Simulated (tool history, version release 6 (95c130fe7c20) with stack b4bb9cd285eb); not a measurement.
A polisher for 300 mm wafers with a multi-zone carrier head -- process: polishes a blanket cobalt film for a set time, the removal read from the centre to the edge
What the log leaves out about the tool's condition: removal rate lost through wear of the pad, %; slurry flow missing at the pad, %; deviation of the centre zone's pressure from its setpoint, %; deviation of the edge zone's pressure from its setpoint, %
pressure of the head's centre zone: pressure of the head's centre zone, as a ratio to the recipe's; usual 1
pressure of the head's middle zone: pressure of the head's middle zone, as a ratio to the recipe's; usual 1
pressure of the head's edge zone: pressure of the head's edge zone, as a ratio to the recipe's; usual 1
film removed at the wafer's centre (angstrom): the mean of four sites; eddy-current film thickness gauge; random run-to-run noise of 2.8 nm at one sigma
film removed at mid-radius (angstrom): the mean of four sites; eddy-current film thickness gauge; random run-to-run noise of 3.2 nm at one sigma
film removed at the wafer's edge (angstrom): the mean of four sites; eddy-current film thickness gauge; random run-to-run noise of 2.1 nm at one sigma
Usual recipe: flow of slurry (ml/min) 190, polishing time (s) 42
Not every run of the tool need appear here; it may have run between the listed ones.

| run | hour | flow of slurry (ml/min) | pressure of the head's centre zone | pressure of the head's middle zone | pressure of the head's edge zone | polishing time (s) | wafers since the last listed run | wafers polished on this pad | hours since the slurry nozzle was cleaned | hours since the centre zone pressure was calibrated | hours since the edge zone pressure was calibrated | hours since the carrier head's membrane was replaced | incoming thickness of the incoming film, nm | film removed at the wafer's centre (angstrom) | film removed at mid-radius (angstrom) | film removed at the wafer's edge (angstrom) |
|---|---|---|---|---|---|---|---|---|---|---|---|---|---|---|---|---|
| 1 | 0 | 190 | 1 | 1 | 1 | 42 | 0 | 100 | 219.8 | 841.9 | 1239.6 | 1539.1 | 967.2 | 2300 | 2377 | 2343 |
| 2 | 16.9 | 190 | 1 | 1 | 1 | 42 | 171 | 271 | 236.7 | 858.8 | 1256.5 | 1556 | 981.3 | 2149 | 2269 | 2268 |
|  | 23.4 | edge zone pressure recalibrated |
| 3 | 25.4 | 240 | 1 | 1 | 1 | 42 | 65 | 337 | 245.2 | 867.3 | 2 | 1564.5 | 988.9 | 2266 | 2362 | 2264 |
| 4 | 32.8 | 240 | 1 | 1 | 1 | 42 | 74 | 412 | 252.6 | 874.7 | 9.4 | 1571.9 | 983.2 | 2269 | 2223 | 2280 |
| 5 | 41.1 | 240 | 1 | 1 | 1 | 42 | 84 | 496 | 260.9 | 883 | 17.7 | 1580.2 | 989.7 | 2222 | 2266 | 2247 |
| 6 | 49.1 | 190 | 1 | 1 | 1 | 42 | 81 | 577 | 268.9 | 891 | 25.7 | 1588.2 | 968.1 | 2087 | 2126 | 2117 |
| 7 | 57.8 | 190 | 1 | 0.93 | 1 | 42 | 88 | 665 | 277.6 | 899.7 | 34.4 | 1596.9 | 976.9 | 2076 | 1983 | 2157 |
| 8 | 70.9 | 190 | 1 | 1 | 1 | 42 | 132 | 798 | 290.7 | 912.8 | 47.5 | 1610 | 998 | 2060 | 2072 | 2089 |
|  | 77.6 | slurry nozzle cleaned |
| 9 | 78.1 | 190 | 1 | 1 | 1.04 | 42 | 62 | 860 | 0.5 | 920 | 54.7 | 1617.2 | 965.3 | 2210 | 2246 | 2220 |
| 10 | 84.1 | 190 | 1 | 1 | 1 | 49 | 60 | 921 | 6.5 | 926 | 60.7 | 1623.2 | 971.6 | 2589 | 2575 | 2564 |
|  | 89.8 | carrier head's membrane replaced by a new one |
|  | 91.5 | worn pad replaced by a new one |
| 11 | 92.8 | 190 | 1.07 | 0.96 | 1 | 50 | 19 | 13 | 15.2 | 934.7 | 69.4 | 3 | 998.2 | 3155 | 2941 | 3037 |
| 12 | 100.3 | 190 | 1 | 1.06 | 0.92 | 42 | 75 | 89 | 22.7 | 942.2 | 76.9 | 10.5 | 976.9 | 2480 | 2587 | 2387 |
| 13 | 116.4 | 190 | 1 | 1 | 1 | 42 | 163 | 252 | 38.8 | 958.3 | 93 | 26.6 | 968.3 | 2345 | 2428 | 2385 |
| 14 | 124.5 | 190 | 0.91 | 0.92 | 1 | 42 | 82 | 334 | 46.9 | 966.4 | 101.1 | 34.7 | 996.9 | 2166 | 2201 | 2355 |
| 15 | 132.6 | 240 | 1.04 | 0.93 | 1 | 42 | 82 | 416 | 55 | 974.5 | 109.2 | 42.8 | 982.1 | 2470 | 2304 | 2390 |
|  | 140.6 | centre zone pressure recalibrated |
| 16 | 146.9 | 190 | 1.09 | 1 | 0.94 | 42 | 124 | 540 | 69.3 | 6.3 | 123.5 | 57.1 | 986.2 | 2427 | 2262 | 2186 |
| 17 | 163.8 | 190 | 0.96 | 1 | 1 | 42 | 171 | 711 | 86.2 | 23.2 | 140.4 | 74 | 972.3 | 2181 | 2292 | 2279 |
|  | 169.3 | worn pad replaced by a new one |
| 18 | 179.3 | 150 | 1.08 | 1 | 1 | 35 | 116 | 101 | 101.7 | 38.7 | 155.9 | 89.5 | 975.4 | 2046 | 2011 | 1976 |
| 19 | 224.1 | 190 | 1 | 1 | 1 | 42 | 453 | 554 | 146.5 | 83.5 | 200.7 | 134.3 | 999.6 | 2224 | 2277 | 2289 |
| 20 | 246.4 | 190 | 1 | 0.9 | 1 | 55 | 225 | 780 | 168.8 | 105.8 | 223 | 156.6 | 966.6 | 2909 | 2636 | 2924 |
| 21 | 256.7 | 190 | 1 | 1 | 1 | 42 | 104 | 885 | 179.1 | 116.1 | 233.3 | 166.9 | 961.4 | 2220 | 2224 | 2251 |
|  | 267.4 | worn pad replaced by a new one |
| 22 | 268 | 190 | 0.96 | 1 | 1 | 42 | 73 | 5 | 190.4 | 127.4 | 244.6 | 178.2 | 974.9 | 2358 | 2540 | 2509 |
| 23 | 277.1 | 190 | 1 | 1 | 1 | 42 | 92 | 98 | 199.5 | 136.5 | 253.7 | 187.3 | 980.4 | 2410 | 2442 | 2429 |

Results for each run, recomputed without the tool's hidden state and with each run's random variation untouched:
| run | film removed at the wafer's centre (angstrom) | film removed at mid-radius (angstrom) | film removed at the wafer's edge (angstrom) |
|---|---|---|---|
| 1 | 2549 | 2623 | 2562 |
| 2 | 2502 | 2628 | 2598 |
| 3 | 2656 | 2758 | 2621 |
| 4 | 2693 | 2627 | 2670 |
| 5 | 2669 | 2709 | 2660 |
| 6 | 2565 | 2596 | 2547 |
| 7 | 2579 | 2445 | 2616 |
| 8 | 2594 | 2587 | 2562 |
| 9 | 2591 | 2633 | 2602 |
| 10 | 3039 | 3022 | 3009 |
| 11 | 3195 | 2978 | 3074 |
| 12 | 2581 | 2692 | 2483 |
| 13 | 2545 | 2635 | 2586 |
| 14 | 2385 | 2423 | 2592 |
| 15 | 2750 | 2565 | 2659 |
| 16 | 2743 | 2556 | 2468 |
| 17 | 2494 | 2619 | 2601 |
| 18 | 2147 | 2108 | 2067 |
| 19 | 2529 | 2586 | 2592 |
| 20 | 3364 | 3043 | 3361 |
| 21 | 2583 | 2581 | 2600 |
| 22 | 2453 | 2634 | 2588 |
| 23 | 2598 | 2624 | 2594 |
